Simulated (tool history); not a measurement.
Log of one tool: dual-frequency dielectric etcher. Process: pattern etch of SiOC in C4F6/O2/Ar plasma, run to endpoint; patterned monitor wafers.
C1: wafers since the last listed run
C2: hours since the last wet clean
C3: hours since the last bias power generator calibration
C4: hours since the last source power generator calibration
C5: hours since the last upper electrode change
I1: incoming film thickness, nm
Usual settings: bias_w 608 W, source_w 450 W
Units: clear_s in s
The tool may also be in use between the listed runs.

Run 1, hour 0.0: usual settings; C1 0; C2 160.3; C3 4980.0; C4 2495.9; C5 4109.9; I1 44.86. Result: clear_s 14.2 s.
Run 2, hour 9.4: usual settings; C1 119; C2 169.7; C3 4989.4; C4 2505.3; C5 4119.3; I1 45.31. Result: clear_s 14.4 s.
Run 3, hour 27.0: usual settings; C1 224; C2 187.3; C3 5007.0; C4 2522.9; C5 4136.9; I1 45.28. Result: clear_s 14.4 s.
Run 4, hour 36.9: usual settings; C1 126; C2 197.2; C3 5016.9; C4 2532.8; C5 4146.8; I1 45.40. Result: clear_s 14.3 s.
Run 5, hour 54.5: usual settings; C1 224; C2 214.8; C3 5034.5; C4 2550.4; C5 4164.4; I1 45.84. Result: clear_s 14.4 s.
Run 6, hour 62.7: usual settings; C1 104; C2 223.0; C3 5042.7; C4 2558.6; C5 4172.6; I1 46.06. Result: clear_s 14.5 s.
Run 7, hour 80.7: usual settings; C1 229; C2 241.0; C3 5060.7; C4 2576.6; C5 4190.6; I1 45.39. Result: clear_s 14.2 s.
Run 8, hour 95.2: usual settings; C1 184; C2 255.5; C3 5075.2; C4 2591.1; C5 4205.1; I1 45.32. Result: clear_s 14.3 s.
Run 9, hour 111.5: usual settings; C1 207; C2 271.8; C3 5091.5; C4 2607.4; C5 4221.4; I1 45.06. Result: clear_s 14.1 s.
Run 10, hour 130.5: usual settings; C1 241; C2 290.8; C3 5110.5; C4 2626.4; C5 4240.4; I1 45.92. Result: clear_s 14.3 s.
Run 11, hour 141.6: usual settings; C1 141; C2 301.9; C3 5121.6; C4 2637.5; C5 4251.5; I1 44.82. Result: clear_s 14.0 s.
At hour 152.9: bias power generator calibrated.
Run 12, hour 154.3: usual settings; C1 110; C2 314.6; C3 1.4; C4 2650.2; C5 4264.2; I1 45.24. Result: clear_s 14.0 s.
Run 13, hour 170.0: usual settings but bias_w 694 W, source_w 530 W; C1 199; C2 330.3; C3 17.1; C4 2665.9; C5 4279.9; I1 45.39. Result: clear_s 12.7 s.
Run 14, hour 184.6: usual settings but bias_w 694 W, source_w 530 W; C1 185; C2 344.9; C3 31.7; C4 2680.5; C5 4294.5; I1 45.35. Result: clear_s 12.6 s.
Run 15, hour 194.0: usual settings but bias_w 567 W; C1 119; C2 354.3; C3 41.1; C4 2689.9; C5 4303.9; I1 45.24. Result: clear_s 14.3 s.
Run 16, hour 209.8: usual settings but source_w 360 W; C1 201; C2 370.1; C3 56.9; C4 2705.7; C5 4319.7; I1 45.26. Result: clear_s 15.4 s.
Run 17, hour 220.7: usual settings but source_w 360 W; C1 138; C2 381.0; C3 67.8; C4 2716.6; C5 4330.6; I1 45.36. Result: clear_s 15.4 s.
Run 18, hour 235.8: usual settings but bias_w 542 W, source_w 420 W; C1 192; C2 396.1; C3 82.9; C4 2731.7; C5 4345.7; I1 45.37. Result: clear_s 14.9 s.
Run 19, hour 249.6: usual settings; C1 175; C2 409.9; C3 96.7; C4 2745.5; C5 4359.5; I1 45.53. Result: clear_s 14.0 s.
Run 20, hour 256.6: usual settings but source_w 520 W; C1 89; C2 416.9; C3 103.7; C4 2752.5; C5 4366.5; I1 45.82. Result: clear_s 13.4 s.
Run 21, hour 264.9: usual settings but source_w 340 W; C1 105; C2 425.2; C3 112.0; C4 2760.8; C5 4374.8; I1 45.23. Result: clear_s 15.5 s.
Run 22, hour 282.0: usual settings but bias_w 661 W, source_w 370 W; C1 217; C2 442.3; C3 129.1; C4 2777.9; C5 4391.9; I1 46.19. Result: clear_s 15.0 s.
At hour 292.4: source power generator calibrated.
Run 23, hour 292.9: usual settings but source_w 540 W; C1 87; C2 453.2; C3 140.0; C4 0.5; C5 4402.8; I1 45.01. Result: clear_s 12.9 s.
Run 24, hour 303.9: usual settings; C1 140; C2 464.2; C3 151.0; C4 11.5; C5 4413.8; I1 45.29. Result: clear_s 14.0 s.
Run 25, hour 311.4: usual settings but source_w 350 W; C1 95; C2 471.7; C3 158.5; C4 19.0; C5 4421.3; I1 44.98. Result: clear_s 15.2 s.
At hour 348.0: upper electrode replaced, of another model than before.
Run 26, hour 348.5: usual settings; C1 166; C2 508.8; C3 195.6; C4 56.1; C5 0.5; I1 45.57. Result: clear_s 13.8 s.
Run 27, hour 348.8: usual settings but source_w 390 W; C1 3; C2 509.1; C3 195.9; C4 56.4; C5 0.8; I1 45.29. Result: clear_s 15.0 s.
Run 28, hour 354.0: usual settings; C1 66; C2 514.3; C3 201.1; C4 61.6; C5 6.0; I1 45.43. Result: clear_s 13.9 s.
At hour 380.2: wet clean of the chamber.
Run 29, hour 381.9: usual settings but source_w 420 W; C1 49; C2 1.7; C3 229.0; C4 89.5; C5 33.9; I1 45.14. Result: clear_s 15.0 s.
Run 30, hour 399.9: usual settings; C1 229; C2 19.7; C3 247.0; C4 107.5; C5 51.9; I1 44.98. Result: clear_s 14.3 s.
Run 31, hour 415.6: usual settings but source_w 520 W; C1 199; C2 35.4; C3 262.7; C4 123.2; C5 67.6; I1 45.15. Result: clear_s 13.3 s.
Run 32, hour 423.7: usual settings but bias_w 487 W, source_w 400 W; C1 103; C2 43.5; C3 270.8; C4 131.3; C5 75.7; I1 45.15. Result: clear_s 16.1 s.
Run 33, hour 453.5: usual settings but bias_w 693 W, source_w 390 W; C1 379; C2 73.3; C3 300.6; C4 161.1; C5 105.5; I1 45.38. Result: clear_s 15.2 s.
Run 34, hour 467.5: usual settings but bias_w 501 W, source_w 480 W; C1 178; C2 87.3; C3 314.6; C4 175.1; C5 119.5; I1 45.53. Result: clear_s 14.5 s.
Run 35, hour 483.1: usual settings but bias_w 516 W; C1 198; C2 102.9; C3 330.2; C4 190.7; C5 135.1; I1 45.15. Result: clear_s 14.7 s.
Run 36, hour 497.4: usual settings but bias_w 730 W; C1 182; C2 117.2; C3 344.5; C4 205.0; C5 149.4; I1 45.58. Result: clear_s 13.9 s.

How the hidden state differs across the entries between the runs, from the last listed run before each to the first after it:
Between runs 11 and 12: bias power generator calibrated (hour 152.9)
  etch rate over this chamber's usual, %: 2.77 -> 2.91
  measured less the result without the state, clear_s: -0.3 -> -0.4 s
Between runs 22 and 23: source power generator calibrated (hour 292.4)
  etch rate over this chamber's usual, %: 4.28 -> 4.4
  measured less the result without the state, clear_s: -0.7 -> -0.6 s
Between runs 25 and 26: upper electrode replaced, of another model than before (hour 348.0)
  etch rate over this chamber's usual, %: 4.6 -> 5
  measured less the result without the state, clear_s: -0.7 -> -0.7 s
Between runs 28 and 29: wet clean of the chamber (hour 380.2)
  etch rate over this chamber's usual, %: 5.06 -> 0.0815
  measured less the result without the state, clear_s: -0.7 -> +0.0 s
